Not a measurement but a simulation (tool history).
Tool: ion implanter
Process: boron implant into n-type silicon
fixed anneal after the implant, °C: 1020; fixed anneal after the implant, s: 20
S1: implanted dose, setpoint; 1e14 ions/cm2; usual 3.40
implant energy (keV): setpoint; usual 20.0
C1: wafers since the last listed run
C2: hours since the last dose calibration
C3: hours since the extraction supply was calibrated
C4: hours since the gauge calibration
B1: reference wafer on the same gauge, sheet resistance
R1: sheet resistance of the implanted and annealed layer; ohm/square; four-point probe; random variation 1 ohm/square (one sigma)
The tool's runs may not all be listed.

Run 1, hour 0.0: usual settings but S1 3.86 1e14 ions/cm2; C1 0; C2 869.4; C3 1822.1; C4 177.9; B1 251.06. Result: R1 268.52 ohm/square.
Run 2, hour 17.3: usual settings; C1 328; C2 886.7; C3 1839.4; C4 195.2; B1 251.00. Result: R1 296.50 ohm/square.
Run 3, hour 32.6: usual settings; C1 290; C2 902.0; C3 1854.7; C4 210.5; B1 250.99. Result: R1 298.22 ohm/square.
Run 4, hour 45.6: usual settings; C1 246; C2 915.0; C3 1867.7; C4 223.5; B1 250.94. Result: R1 297.68 ohm/square.
Run 5, hour 58.4: usual settings; C1 242; C2 927.8; C3 1880.5; C4 236.3; B1 251.02. Result: R1 296.27 ohm/square.
Run 6, hour 66.5: usual settings; C1 153; C2 935.9; C3 1888.6; C4 244.4; B1 251.07. Result: R1 297.93 ohm/square.
Run 7, hour 80.0: usual settings; C1 256; C2 949.4; C3 1902.1; C4 257.9; B1 250.88. Result: R1 297.31 ohm/square.
Run 8, hour 94.5: usual settings; C1 275; C2 963.9; C3 1916.6; C4 272.4; B1 250.94. Result: R1 296.17 ohm/square.
Run 9, hour 109.2: usual settings but implant energy (keV) 15.0; C1 278; C2 978.6; C3 1931.3; C4 287.1; B1 251.03. Result: R1 305.99 ohm/square.
Run 10, hour 122.4: usual settings but implant energy (keV) 15.0; C1 250; C2 991.8; C3 1944.5; C4 300.3; B1 250.99. Result: R1 305.62 ohm/square.
Run 11, hour 138.0: usual settings but implant energy (keV) 15.0; C1 296; C2 1007.4; C3 1960.1; C4 315.9; B1 250.96. Result: R1 306.43 ohm/square.
Run 12, hour 158.1: usual settings but implant energy (keV) 17.0; C1 381; C2 1027.5; C3 1980.2; C4 336.0; B1 250.79. Result: R1 303.82 ohm/square.
Run 13, hour 173.8: usual settings but implant energy (keV) 17.0; C1 297; C2 1043.2; C3 1995.9; C4 351.7; B1 250.90. Result: R1 303.05 ohm/square.
Run 14, hour 187.3: usual settings but implant energy (keV) 17.0; C1 256; C2 1056.7; C3 2009.4; C4 365.2; B1 251.01. Result: R1 301.38 ohm/square.
Run 15, hour 195.6: usual settings; C1 157; C2 1065.0; C3 2017.7; C4 373.5; B1 250.97. Result: R1 299.64 ohm/square.
Run 16, hour 206.4: usual settings but S1 4.06 1e14 ions/cm2, implant energy (keV) 24.5; C1 204; C2 1075.8; C3 2028.5; C4 384.3; B1 250.87. Result: R1 252.99 ohm/square.
At hour 223.8: Faraday cup replaced and dose calibrated.
Run 17, hour 224.3: usual settings but S1 2.84 1e14 ions/cm2; C1 187; C2 0.5; C3 2046.4; C4 402.2; B1 251.14. Result: R1 331.15 ohm/square.
Run 18, hour 229.2: usual settings; C1 92; C2 5.4; C3 2051.3; C4 407.1; B1 251.09. Result: R1 286.98 ohm/square.
Run 19, hour 241.4: usual settings but implant energy (keV) 17.0; C1 231; C2 17.6; C3 2063.5; C4 419.3; B1 250.99. Result: R1 290.38 ohm/square.
At hour 269.5: gauge calibrated.
Run 20, hour 294.8: usual settings but S1 4.08 1e14 ions/cm2, implant energy (keV) 17.0; C1 1013; C2 71.0; C3 2116.9; C4 25.3; B1 251.15. Result: R1 251.76 ohm/square.
Run 21, hour 305.0: usual settings but implant energy (keV) 14.5; C1 193; C2 81.2; C3 2127.1; C4 35.5; B1 251.11. Result: R1 298.96 ohm/square.
At hour 313.4: extraction supply calibrated.
Run 22, hour 319.8: usual settings but S1 3.94 1e14 ions/cm2, implant energy (keV) 14.0; C1 129; C2 96.0; C3 6.4; C4 50.3; B1 251.09. Result: R1 265.46 ohm/square.
Run 23, hour 331.7: usual settings but implant energy (keV) 23.5; C1 225; C2 107.9; C3 18.3; C4 62.2; B1 250.92. Result: R1 285.35 ohm/square.
Run 24, hour 343.5: usual settings but S1 3.82 1e14 ions/cm2, implant energy (keV) 15.5; C1 223; C2 119.7; C3 30.1; C4 74.0; B1 250.95. Result: R1 271.55 ohm/square.
Run 25, hour 351.4: usual settings but S1 3.80 1e14 ions/cm2, implant energy (keV) 16.5; C1 149; C2 127.6; C3 38.0; C4 81.9; B1 251.04. Result: R1 269.78 ohm/square.
Run 26, hour 364.4: usual settings; C1 246; C2 140.6; C3 51.0; C4 94.9; B1 250.97. Result: R1 288.51 ohm/square.
Run 27, hour 372.4: usual settings; C1 151; C2 148.6; C3 59.0; C4 102.9; B1 250.98. Result: R1 287.86 ohm/square.
Run 28, hour 381.0: usual settings; C1 163; C2 157.2; C3 67.6; C4 111.5; B1 250.90. Result: R1 290.32 ohm/square.
Run 29, hour 390.8: usual settings but S1 4.12 1e14 ions/cm2, implant energy (keV) 23.5; C1 185; C2 167.0; C3 77.4; C4 121.3; B1 250.93. Result: R1 244.67 ohm/square.
Run 30, hour 403.3: usual settings but S1 3.93 1e14 ions/cm2, implant energy (keV) 14.0; C1 237; C2 179.5; C3 89.9; C4 133.8; B1 251.14. Result: R1 266.53 ohm/square.
Run 31, hour 414.2: usual settings but implant energy (keV) 15.0; C1 206; C2 190.4; C3 100.8; C4 144.7; B1 251.00. Result: R1 299.20 ohm/square.
Run 32, hour 428.8: usual settings; C1 277; C2 205.0; C3 115.4; C4 159.3; B1 250.89. Result: R1 288.77 ohm/square.
Run 33, hour 440.6: usual settings but S1 3.09 1e14 ions/cm2, implant energy (keV) 15.5; C1 223; C2 216.8; C3 127.2; C4 171.1; B1 251.03. Result: R1 323.48 ohm/square.
Run 34, hour 453.1: usual settings but S1 3.80 1e14 ions/cm2, implant energy (keV) 16.5; C1 237; C2 229.3; C3 139.7; C4 183.6; B1 250.83. Result: R1 271.55 ohm/square.
Run 35, hour 466.4: usual settings but S1 3.96 1e14 ions/cm2, implant energy (keV) 15.5; C1 252; C2 242.6; C3 153.0; C4 196.9; B1 251.19. Result: R1 264.67 ohm/square.
Run 36, hour 483.3: usual settings but S1 2.85 1e14 ions/cm2, implant energy (keV) 13.5; C1 320; C2 259.5; C3 169.9; C4 213.8; B1 251.02. Result: R1 352.84 ohm/square.
Run 37, hour 499.4: usual settings but S1 4.09 1e14 ions/cm2, implant energy (keV) 22.0; C1 305; C2 275.6; C3 186.0; C4 229.9; B1 250.96. Result: R1 249.07 ohm/square.

What the log doesn't show, run by run:
deviation of the true energy from its setpoint, %: 0 in every run
gauge reads high (%): 0 in every run
H1: deviation of the true dose from the Faraday cup's reading, %
run       H1
  1    -4.21
  2    -4.23
  3    -4.25
  4    -4.26
  5    -4.28
  6    -4.29
  7     -4.3
  8    -4.31
  9    -4.33
 10    -4.34
 11    -4.35
 12    -4.37
 13    -4.38
 14    -4.39
 15    -4.39
 16     -4.4
 17    0.086
 18   0.0393
 19  -0.0747
 20   -0.536
 21   -0.617
 22   -0.732
 23   -0.821
 24   -0.907
 25   -0.963
 26    -1.05
 27    -1.11
 28    -1.16
 29    -1.23
 30    -1.31
 31    -1.37
 32    -1.46
 33    -1.53
 34     -1.6
 35    -1.67
 36    -1.76
 37    -1.84

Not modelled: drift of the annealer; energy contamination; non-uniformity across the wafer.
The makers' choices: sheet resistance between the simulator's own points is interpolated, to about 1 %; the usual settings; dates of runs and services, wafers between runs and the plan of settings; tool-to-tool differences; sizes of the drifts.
